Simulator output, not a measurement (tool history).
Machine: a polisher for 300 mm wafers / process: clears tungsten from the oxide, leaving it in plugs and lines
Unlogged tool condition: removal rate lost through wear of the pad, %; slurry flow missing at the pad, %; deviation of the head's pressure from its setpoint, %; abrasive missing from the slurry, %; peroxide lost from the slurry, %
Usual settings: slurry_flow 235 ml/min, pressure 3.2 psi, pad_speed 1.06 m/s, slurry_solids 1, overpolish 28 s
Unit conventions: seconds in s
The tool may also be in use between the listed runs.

run	hour	slurry_flow	pressure	pad_speed	slurry_solids	overpolish	wafers since the last listed run	wafers polished on this pad	hours since the slurry nozzle was cleaned	hours since the head pressure was calibrated	hours since the slurry blender was calibrated	hours since the slurry got fresh peroxide	incoming thickness of the incoming film, nm	seconds
1	0	235	3.2	1.06	1	28	0	1066	796.7	12.4	190.2	83.5	469.3	139.8
2	79.7	290	3.2	1.06	1	28	521	1587	876.4	92.1	269.9	163.2	461.6	135.7
# hour 147.3: slurry nozzle cleaned
3	152.2	290	3.2	1.06	1	28	467	2055	4.9	164.6	342.4	235.7	470.7	141.3
4	220.4	235	3.2	1.06	0.8	28	446	2501	73.1	232.8	410.6	303.9	469.9	151.3
# hour 348.5: worn pad replaced by a new one
# hour 435.1: slurry blender recalibrated
# hour 463.7: slurry tank refilled with fresh slurry and peroxide
5	481.7	235	3.2	1.06	0.85	28	1663	851	334.4	494.1	46.6	18	476.2	150.7
6	588	235	3.2	1.06	0.85	28	695	1546	440.7	600.4	152.9	124.3	472	152.3
# hour 609.9: head pressure recalibrated, repeated, since the last time left the tool worse
7	664	235	3.2	1.06	1	23	484	2031	516.7	54.1	228.9	200.3	461.8	126.6
8	746.7	235	3.2	1.06	1	28	540	2572	599.4	136.8	311.6	283	469	130.4
9	792.8	160	2.6	1.06	0.9	28	301	2873	645.5	182.9	357.7	329.1	478.5	166
# hour 848: worn pad replaced by a new one
10	859.3	235	3.6	1.06	1	28	408	73	712	249.4	424.2	395.6	472.8	120.3
# hour 919.8: slurry blender recalibrated
11	951	235	2.8	1.06	1	28	586	660	803.7	341.1	31.2	487.3	471.5	145.3
# hour 964.7: slurry tank refilled with fresh slurry and peroxide
# hour 971: slurry nozzle cleaned
12	1031.3	235	3.2	1.06	1	36	512	1172	60.3	421.4	111.5	66.6	460.1	129
13	1121.4	235	3.2	1.38	1	20	589	1762	150.4	511.5	201.6	156.7	463.3	107
14	1175.4	265	2.6	0.84	1	28	353	2115	204.4	565.5	255.6	210.7	469.8	185.7
15	1252.4	165	3.6	1.24	0.9	28	503	2618	281.4	642.5	332.6	287.7	469.7	113.2
16	1297.6	235	3.2	1.06	1.2	28	295	2914	326.6	687.7	377.8	332.9	474.2	129.2
17	1351.7	235	3.2	1.06	1	28	353	3268	380.7	741.8	431.9	387	466.6	133
18	1391.4	295	3.2	1.2	1.25	28	259	3528	420.4	781.5	471.6	426.7	471.8	113.9
# hour 1402.3: slurry blender recalibrated
# hour 1439.7: worn pad replaced by a new one
# hour 1468.5: head pressure recalibrated
19	1488.2	235	3.2	1.06	1	28	580	304	517.2	19.7	85.9	523.5	468	130.1
20	1529.4	180	3.2	1.06	1	28	269	573	558.4	60.9	127.1	564.7	474.5	137.7
# hour 1531.2: slurry tank refilled with fresh slurry and peroxide
21	1627.7	300	3.2	1.06	1	28	636	1210	656.7	159.2	225.4	96.5	464.6	126.5
22	1675.5	300	3.7	1.06	1.2	33	312	1522	704.5	207	273.2	144.3	472.5	108.6
23	1739.8	235	3.2	1.06	0.75	28	420	1943	768.8	271.3	337.5	208.6	473.4	142.6
# hour 1851.5: slurry nozzle cleaned
# hour 1873.8: slurry blender recalibrated
24	1896.3	235	3.2	1.06	1.2	28	1004	2947	44.8	427.8	22.5	365.1	469.7	128.8
# hour 1973: worn pad replaced by a new one
25	1986.7	215	3.2	1.22	1.15	38	565	89	135.2	518.2	112.9	455.5	476.5	119.2

Branching from run 25: 5 alternative next runs. What would each branch give?
A	1987.2	235	3.2	1.06	1	17	3	92	135.7	518.7	113.4	456	471.7	?
B	1987.2	235	3.2	1.06	1.1	28	3	92	135.7	518.7	113.4	456	471.7	?
C	1987.2	290	3.2	0.8	1	40	3	92	135.7	518.7	113.4	456	471.7	?
D	1987.2	235	2.6	0.86	1.25	28	3	92	135.7	518.7	113.4	456	471.7	?
E	1987.2	235	3.2	1.22	1	28	3	92	135.7	518.7	113.4	456	471.7	?

run	seconds
A	135.3
B	132.6
C	164.1
D	178.2
E	120.9
The same runs, with their run-to-run variation unchanged, on a tool lacking any hidden condition would have given:
run	seconds
A	129.5
B	126.9
C	157
D	170.6
E	115.7
